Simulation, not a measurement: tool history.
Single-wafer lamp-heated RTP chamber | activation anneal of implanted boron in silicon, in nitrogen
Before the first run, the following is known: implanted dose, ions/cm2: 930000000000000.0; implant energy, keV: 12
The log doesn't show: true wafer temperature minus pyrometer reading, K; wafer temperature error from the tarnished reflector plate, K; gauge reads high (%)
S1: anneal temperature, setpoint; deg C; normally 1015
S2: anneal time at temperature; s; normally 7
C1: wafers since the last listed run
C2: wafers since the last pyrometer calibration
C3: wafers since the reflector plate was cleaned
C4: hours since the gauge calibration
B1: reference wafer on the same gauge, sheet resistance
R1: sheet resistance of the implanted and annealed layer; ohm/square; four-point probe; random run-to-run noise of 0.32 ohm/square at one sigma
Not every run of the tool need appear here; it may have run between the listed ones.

{"run": 1, "day": 0.0, "S1": 1015, "S2": 7, "C1": 0, "C2": 2748, "C3": 7905, "C4": 1305.5, "B1": 126.02, "R1": 132.52}
{"run": 2, "day": 2.408, "S1": 1015, "S2": 7, "C1": 728, "C2": 3476, "C3": 8633, "C4": 1363.3, "B1": 126.06, "R1": 132.49}
{"run": 3, "day": 5.15, "S1": 1015, "S2": 7, "C1": 828, "C2": 4305, "C3": 9462, "C4": 1429.1, "B1": 126.12, "R1": 132.72}
{"run": 4, "day": 8.088, "S1": 1008, "S2": 5, "C1": 888, "C2": 5193, "C3": 10350, "C4": 1499.6, "B1": 125.97, "R1": 136.18}
{"day": 9.642, "done": "reflector plate cleaned"}
{"day": 11.221, "done": "pyrometer window cleaned and pyrometer calibrated"}
{"run": 5, "day": 11.242, "S1": 1008, "S2": 5, "C1": 752, "C2": 6, "C3": 383, "C4": 1575.3, "B1": 126.04, "R1": 137.19}
{"run": 6, "day": 13.692, "S1": 1015, "S2": 7, "C1": 740, "C2": 746, "C3": 1124, "C4": 1634.1, "B1": 126, "R1": 134.17}
{"run": 7, "day": 16.542, "S1": 1015, "S2": 7, "C1": 861, "C2": 1608, "C3": 1985, "C4": 1702.5, "B1": 125.96, "R1": 134.16}
{"run": 8, "day": 18.421, "S1": 1015, "S2": 7, "C1": 568, "C2": 2176, "C3": 2553, "C4": 1747.6, "B1": 126.06, "R1": 133.78}
{"run": 9, "day": 20.396, "S1": 1015, "S2": 4, "C1": 597, "C2": 2773, "C3": 3150, "C4": 1795, "B1": 125.93, "R1": 136.38}
{"run": 10, "day": 21.562, "S1": 1015, "S2": 4, "C1": 352, "C2": 3126, "C3": 3503, "C4": 1823, "B1": 125.93, "R1": 134.97}
{"run": 11, "day": 22.967, "S1": 1015, "S2": 4, "C1": 424, "C2": 3550, "C3": 3928, "C4": 1856.7, "B1": 126.04, "R1": 136.2}
{"run": 12, "day": 24.8, "S1": 1015, "S2": 9, "C1": 554, "C2": 4105, "C3": 4482, "C4": 1900.7, "B1": 126.05, "R1": 132.71}
{"run": 13, "day": 25.821, "S1": 1044, "S2": 7, "C1": 308, "C2": 4413, "C3": 4791, "C4": 1925.2, "B1": 126.03, "R1": 128.53}
{"run": 14, "day": 28.725, "S1": 999, "S2": 8, "C1": 878, "C2": 5291, "C3": 5669, "C4": 1994.9, "B1": 126.04, "R1": 137.72}
{"day": 30.162, "done": "pyrometer window cleaned and pyrometer calibrated"}
{"run": 15, "day": 30.429, "S1": 988, "S2": 7, "C1": 414, "C2": 81, "C3": 6083, "C4": 2035.8, "B1": 125.99, "R1": 144.6}
{"run": 16, "day": 38.912, "S1": 1015, "S2": 7, "C1": 2564, "C2": 2645, "C3": 8648, "C4": 2239.4, "B1": 126.04, "R1": 132.28}
{"run": 17, "day": 40.517, "S1": 1015, "S2": 7, "C1": 484, "C2": 3130, "C3": 9133, "C4": 2277.9, "B1": 126.08, "R1": 132.68}
{"day": 42.308, "done": "gauge calibrated"}
{"run": 18, "day": 43.504, "S1": 1015, "S2": 7, "C1": 903, "C2": 4034, "C3": 10036, "C4": 28.7, "B1": 125.88, "R1": 132.7}
{"run": 19, "day": 45.067, "S1": 1015, "S2": 7, "C1": 472, "C2": 4506, "C3": 10508, "C4": 66.2, "B1": 126.02, "R1": 132.51}
{"day": 45.879, "done": "reflector plate cleaned"}
{"run": 20, "day": 46.417, "S1": 1029, "S2": 4, "C1": 307, "C2": 4813, "C3": 163, "C4": 98.6, "B1": 126.02, "R1": 132.3}
{"run": 21, "day": 48.012, "S1": 987, "S2": 9, "C1": 482, "C2": 5296, "C3": 645, "C4": 136.9, "B1": 125.96, "R1": 144.5}
{"day": 49.904, "done": "pyrometer window cleaned and pyrometer calibrated"}
{"run": 22, "day": 49.925, "S1": 1015, "S2": 7, "C1": 477, "C2": 6, "C3": 1122, "C4": 182.8, "B1": 126.07, "R1": 133.93}
{"run": 23, "day": 51.267, "S1": 1045, "S2": 9, "C1": 405, "C2": 412, "C3": 1528, "C4": 215, "B1": 126.03, "R1": 128.36}
{"run": 24, "day": 52.321, "S1": 1004, "S2": 10, "C1": 318, "C2": 731, "C3": 1847, "C4": 240.3, "B1": 126.03, "R1": 135.78}
{"run": 25, "day": 54.4, "S1": 991, "S2": 10, "C1": 628, "C2": 1359, "C3": 2475, "C4": 290.2, "B1": 126.07, "R1": 141.86}
{"run": 26, "day": 55.988, "S1": 1028, "S2": 7, "C1": 479, "C2": 1839, "C3": 2955, "C4": 328.3, "B1": 126.07, "R1": 130.85}
{"run": 27, "day": 56.996, "S1": 1015, "S2": 7, "C1": 304, "C2": 2144, "C3": 3260, "C4": 352.5, "B1": 126.01, "R1": 134.07}
{"run": 28, "day": 59.204, "S1": 1015, "S2": 7, "C1": 667, "C2": 2812, "C3": 3928, "C4": 405.5, "B1": 126.03, "R1": 133.83}
{"run": 29, "day": 61.146, "S1": 1034, "S2": 4, "C1": 587, "C2": 3399, "C3": 4515, "C4": 452.1, "B1": 125.93, "R1": 131.64}
{"run": 30, "day": 63.067, "S1": 985, "S2": 4, "C1": 580, "C2": 3979, "C3": 5096, "C4": 498.2, "B1": 126, "R1": 150.42}
{"run": 31, "day": 64.533, "S1": 1015, "S2": 7, "C1": 443, "C2": 4423, "C3": 5539, "C4": 533.4, "B1": 126.04, "R1": 133.27}
{"run": 32, "day": 67.154, "S1": 1015, "S2": 10, "C1": 792, "C2": 5215, "C3": 6331, "C4": 596.3, "B1": 126, "R1": 131.95}
{"day": 69.042, "done": "pyrometer window cleaned and pyrometer calibrated"}
{"run": 33, "day": 69.1, "S1": 1045, "S2": 8, "C1": 487, "C2": 17, "C3": 6819, "C4": 643, "B1": 126.07, "R1": 129.01}
{"run": 34, "day": 71.321, "S1": 1043, "S2": 5, "C1": 671, "C2": 689, "C3": 7490, "C4": 696.3, "B1": 126.05, "R1": 129.45}
{"run": 35, "day": 73.167, "S1": 1031, "S2": 8, "C1": 558, "C2": 1247, "C3": 8048, "C4": 740.6, "B1": 126.06, "R1": 130.06}
{"run": 36, "day": 74.892, "S1": 998, "S2": 4, "C1": 521, "C2": 1768, "C3": 8570, "C4": 782, "B1": 126.04, "R1": 140.8}
{"run": 37, "day": 77.262, "S1": 1015, "S2": 7, "C1": 716, "C2": 2485, "C3": 9287, "C4": 838.9, "B1": 125.87, "R1": 132.73}

What if the next run were any one of these 4? Each begins from the tool's condition after run 37:
{"run": "A", "day": 77.279, "S1": 999, "S2": 7, "C1": 5, "C2": 2490, "C3": 9292, "C4": 839.3, "B1": "?", "R1": "?"}
{"run": "B", "day": 77.279, "S1": 1004, "S2": 4, "C1": 5, "C2": 2490, "C3": 9292, "C4": 839.3, "B1": "?", "R1": "?"}
{"run": "C", "day": 77.279, "S1": 1033, "S2": 11, "C1": 5, "C2": 2490, "C3": 9292, "C4": 839.3, "B1": "?", "R1": "?"}
{"run": "D", "day": 77.279, "S1": 997, "S2": 3, "C1": 5, "C2": 2490, "C3": 9292, "C4": 839.3, "B1": "?", "R1": "?"}

run=A B1=126.06 R1=137.34
run=B B1=126.06 R1=137.86
run=C B1=126.06 R1=128.73
run=D B1=126.06 R1=141.88
With the hidden condition removed and each run's random variation left untouched, the same runs would have given:
run=A R1=139.75
run=B R1=140.14
run=C R1=129.4
run=D R1=144.82
